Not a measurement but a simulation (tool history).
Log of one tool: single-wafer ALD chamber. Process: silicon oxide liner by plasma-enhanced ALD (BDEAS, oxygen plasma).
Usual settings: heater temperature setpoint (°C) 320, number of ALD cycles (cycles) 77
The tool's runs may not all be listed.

| run | hour | heater temperature setpoint (°C) | number of ALD cycles (cycles) | read-back reference wafer on the same gauge, thickness_nm | mean film thickness on the monitor wafer (angstrom) |
|---|---|---|---|---|---|
| 1 | 0 | 320 | 77 | 8.164 | 79.12 |
| 2 | 26.9 | 320 | 77 | 8.019 | 77.27 |
| 3 | 43.2 | 320 | 77 | 8.018 | 77.43 |
| 4 | 63.9 | 320 | 77 | 8.015 | 77.61 |
| 5 | 151 | 320 | 77 | 8.023 | 77.48 |
| 6 | 173 | 320 | 77 | 8.021 | 77.09 |
| 7 | 203.4 | 320 | 77 | 8.029 | 77.83 |
| 8 | 224.3 | 320 | 77 | 8.027 | 77.55 |
| 9 | 254.8 | 312 | 70 | 8.036 | 71.48 |
| 10 | 290.3 | 312 | 70 | 8.038 | 71.56 |
| 11 | 313.5 | 331 | 77 | 8.042 | 76.8 |
| 12 | 331.8 | 320 | 77 | 8.046 | 77.69 |
| 13 | 362.6 | 320 | 77 | 8.056 | 77.91 |
| 14 | 389.5 | 320 | 77 | 8.063 | 77.88 |
| 15 | 402.2 | 320 | 77 | 8.062 | 77.74 |
| 16 | 414.5 | 320 | 77 | 8.071 | 77.86 |
| 17 | 437.2 | 320 | 77 | 8.073 | 78.11 |
| 18 | 462.4 | 311 | 77 | 8.085 | 79.1 |
| 19 | 497.5 | 311 | 77 | 8.09 | 79.03 |
| 20 | 523.3 | 306 | 84 | 8.096 | 86.96 |
| 21 | 538.3 | 305 | 67 | 8.11 | 69.54 |
| 22 | 560.9 | 320 | 77 | 8.111 | 78.41 |
| 23 | 594.4 | 309 | 77 | 8.128 | 79.64 |
| 24 | 615.9 | 320 | 84 | 8.136 | 85.63 |
| 25 | 639.8 | 333 | 77 | 8.013 | 76.09 |
| 26 | 664.4 | 326 | 71 | 8.017 | 70.93 |
| 27 | 678.7 | 320 | 77 | 8.018 | 77.71 |
| 28 | 739.8 | 309 | 87 | 8.019 | 88.7 |
| 29 | 761 | 320 | 77 | 8.025 | 77.27 |
| 30 | 787.7 | 320 | 70 | 8.022 | 70.44 |
| 31 | 805.7 | 320 | 82 | 8.024 | 82.4 |
| 32 | 912 | 305 | 92 | 8.041 | 94.25 |
| 33 | 937.2 | 320 | 77 | 8.044 | 77.7 |
| 34 | 968.7 | 320 | 77 | 8.053 | 77.87 |
| 35 | 981.7 | 332 | 91 | 8.054 | 90.18 |
| 36 | 1004.5 | 314 | 92 | 8.055 | 93.55 |
| 37 | 1035.9 | 320 | 68 | 8.071 | 68.73 |
| 38 | 1061.5 | 320 | 77 | 8.076 | 78.26 |

Taken out of this log: 3 entries between the listed runs. Where each belongs, and how the hidden state differs across it:
Between runs 1 and 2: gauge calibrated (hour 19.5)
  gauge reads high (%): 1.9 -> 0.0847
  measured less the result without the state, mean film thickness on the monitor wafer (angstrom): +1.48 -> +0.07
Between runs 24 and 25: gauge calibrated (hour 637.9)
  gauge reads high (%): 1.55 -> 0.0685
  measured less the result without the state, mean film thickness on the monitor wafer (angstrom): +1.3 -> +0.05
Between runs 25 and 26: thermocouple changed; heater temperature recalibrated (hour 663.9)
  gauge reads high (%): 0.0685 -> 0.0714
  measured less the result without the state, mean film thickness on the monitor wafer (angstrom): +0.05 -> +0.05
